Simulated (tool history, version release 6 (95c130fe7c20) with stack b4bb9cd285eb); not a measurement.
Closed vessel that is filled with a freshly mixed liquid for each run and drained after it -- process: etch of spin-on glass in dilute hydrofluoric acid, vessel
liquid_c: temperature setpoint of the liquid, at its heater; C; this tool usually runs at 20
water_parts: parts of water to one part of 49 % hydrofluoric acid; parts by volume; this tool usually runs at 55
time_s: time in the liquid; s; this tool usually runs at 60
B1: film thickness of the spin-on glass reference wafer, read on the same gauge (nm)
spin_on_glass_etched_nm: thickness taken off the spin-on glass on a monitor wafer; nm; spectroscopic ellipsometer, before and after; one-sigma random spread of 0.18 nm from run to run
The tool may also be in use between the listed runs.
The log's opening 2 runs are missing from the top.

run 3 hour=179.3 | liquid_c=24 water_parts=40 time_s=60 | B1=130.03 | spin_on_glass_etched_nm=49.48
run 4 hour=228.2 | liquid_c=20 water_parts=55 time_s=60 | B1=130 | spin_on_glass_etched_nm=29.91
run 5 hour=312.2 | liquid_c=20 water_parts=55 time_s=60 | B1=130.01 | spin_on_glass_etched_nm=30.22
run 6 hour=382.1 | liquid_c=20 water_parts=55 time_s=60 | B1=130.01 | spin_on_glass_etched_nm=30.45
-- hour=430.1 gauge calibrated
run 7 hour=430.6 | liquid_c=20 water_parts=55 time_s=60 | B1=129.98 | spin_on_glass_etched_nm=30.57
run 8 hour=501.8 | liquid_c=17 water_parts=55 time_s=60 | B1=130 | spin_on_glass_etched_nm=26.59
run 9 hour=574.1 | liquid_c=17 water_parts=55 time_s=60 | B1=130 | spin_on_glass_etched_nm=26.75
run 10 hour=656 | liquid_c=17 water_parts=55 time_s=60 | B1=129.99 | spin_on_glass_etched_nm=26.86
run 11 hour=738 | liquid_c=20 water_parts=55 time_s=40 | B1=130 | spin_on_glass_etched_nm=20.42
-- hour=742.6 thermometer replaced
run 12 hour=845.5 | liquid_c=20 water_parts=55 time_s=40 | B1=130.02 | spin_on_glass_etched_nm=19.48
run 13 hour=934.6 | liquid_c=17 water_parts=65 time_s=60 | B1=130 | spin_on_glass_etched_nm=21.43
run 14 hour=1036.9 | liquid_c=17 water_parts=65 time_s=60 | B1=130.01 | spin_on_glass_etched_nm=21.31
run 15 hour=1118.6 | liquid_c=20 water_parts=55 time_s=45 | B1=130.02 | spin_on_glass_etched_nm=21.77
run 16 hour=1203.1 | liquid_c=20 water_parts=55 time_s=60 | B1=130 | spin_on_glass_etched_nm=29.11
run 17 hour=1310.8 | liquid_c=24.5 water_parts=80 time_s=30 | B1=130.01 | spin_on_glass_etched_nm=11.7
run 18 hour=1374.7 | liquid_c=24.5 water_parts=40 time_s=85 | B1=130 | spin_on_glass_etched_nm=69.61
run 19 hour=1473.9 | liquid_c=17 water_parts=65 time_s=40 | B1=129.98 | spin_on_glass_etched_nm=14.31
-- hour=1515.1 hydrofluoric acid flow meter replaced
run 20 hour=1527.2 | liquid_c=22.5 water_parts=40 time_s=60 | B1=129.98 | spin_on_glass_etched_nm=45.91
run 21 hour=1606.5 | liquid_c=20 water_parts=70 time_s=35 | B1=130.01 | spin_on_glass_etched_nm=13.32
run 22 hour=1672.6 | liquid_c=24 water_parts=25 time_s=95 | B1=130 | spin_on_glass_etched_nm=125.79
run 23 hour=1730.2 | liquid_c=23.5 water_parts=55 time_s=60 | B1=129.99 | spin_on_glass_etched_nm=34.02
-- hour=1782.1 gauge calibrated
run 24 hour=1823.9 | liquid_c=20 water_parts=55 time_s=60 | B1=130.01 | spin_on_glass_etched_nm=29.39
run 25 hour=1913.8 | liquid_c=22.5 water_parts=40 time_s=60 | B1=130.01 | spin_on_glass_etched_nm=46.33

What will run 26 give?
run 26 hour=2012.6 | liquid_c=24.5 water_parts=70 time_s=80 | B1=? | spin_on_glass_etched_nm=?

{"run 26": {"B1": 129.97, "spin_on_glass_etched_nm": 36.74}}
With no hidden state in the tool, this same run would have given spin_on_glass_etched_nm 35.58 nm.
